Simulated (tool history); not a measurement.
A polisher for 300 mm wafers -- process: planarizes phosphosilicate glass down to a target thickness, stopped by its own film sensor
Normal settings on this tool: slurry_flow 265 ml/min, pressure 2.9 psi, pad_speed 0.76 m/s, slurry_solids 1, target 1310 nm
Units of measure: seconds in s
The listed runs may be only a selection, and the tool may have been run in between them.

run	hour	slurry_flow	pressure	pad_speed	slurry_solids	target	incoming thickness of the incoming film, nm	seconds
1	0	265	2.9	0.92	1	1310	1724.1	56.9
# hour 35.7: worn pad replaced by a new one
# hour 123.4: slurry blender recalibrated
# hour 184.6: conditioning disc replaced and pad reconditioned
2	196.7	265	2.9	0.92	1	1310	1689.9	44.9
3	253.9	265	3.2	0.76	1	1310	1695.3	50.7
4	283.3	265	2.9	0.76	1	1310	1702.6	59.3
# hour 298.5: head pressure recalibrated
# hour 360.4: slurry nozzle cleaned
# hour 464.4: worn pad replaced by a new one
5	465.6	265	2.9	0.76	1	1310	1701.8	63.2
6	520	320	3.4	0.76	1	1310	1710	56.9
7	551.4	320	3.4	0.76	1	1310	1697	56.5
# hour 588.3: conditioning disc replaced and pad reconditioned
8	596.4	265	2.9	0.52	1	1310	1694.2	82.7
# hour 614.5: slurry blender recalibrated
9	654	265	2.9	0.76	0.75	1407	1690.3	48.4
# hour 762.1: slurry nozzle cleaned
10	830.1	265	3.4	0.76	0.85	1371	1720	53
11	885.3	265	2.9	0.76	1	1310	1674.4	59.5
# hour 931: worn pad replaced by a new one
12	954.3	175	2.9	0.76	1	1310	1686.2	67.1
13	979	265	2.9	0.76	1	1310	1722.5	69.8
# hour 1013.7: conditioning disc replaced and pad reconditioned
14	1031.7	355	2.9	0.52	0.8	1310	1722.6	95.1
15	1057.5	265	2.1	0.76	1	1310	1699.9	84.8
# hour 1094.5: slurry blender recalibrated
16	1099.6	265	2.9	0.76	1	1310	1703.5	57.1
# hour 1149.4: slurry nozzle cleaned
17	1163.3	210	3.7	0.76	1	1434	1704.3	33.5
# hour 1194.8: head pressure recalibrated
18	1215.1	265	2.9	0.76	1	1310	1729.5	65.4
19	1250.1	265	2.9	0.76	1	1310	1710.5	63.5
20	1314.2	220	2.9	0.76	1.15	1310	1694.6	57.8
21	1365.9	340	2.9	0.76	0.9	1310	1719.6	69.4
# hour 1374: worn pad replaced by a new one
# hour 1390.2: conditioning disc replaced and pad reconditioned
22	1422.2	175	2.9	0.76	1	1310	1685.7	57.7
23	1455.9	225	3.5	0.76	1	1260	1710	58.3
# hour 1515: slurry blender recalibrated
24	1521.8	265	2.9	0.76	1	1310	1711.1	59.3
25	1592	265	2.9	0.88	1	1310	1697.3	52.5
# hour 1630.3: slurry nozzle cleaned
26	1636.3	225	3.6	0.98	1	1269	1727	50.2

Consider 3 possible next runs. They are alternatives, not a sequence: every one starts from the tool as it was left by run 26. What does each give?
A	1636.7	265	2.9	0.76	1	1310	1704.1	?
B	1636.7	325	2.2	0.76	1.1	1242	1704.1	?
C	1636.7	265	3.7	0.76	1.1	1249	1704.1	?

run	seconds
A	60.9
B	86.3
C	54.2
Without the tool's unlogged condition, the same runs would have read:
run	seconds
A	53.1
B	77.2
C	46.1
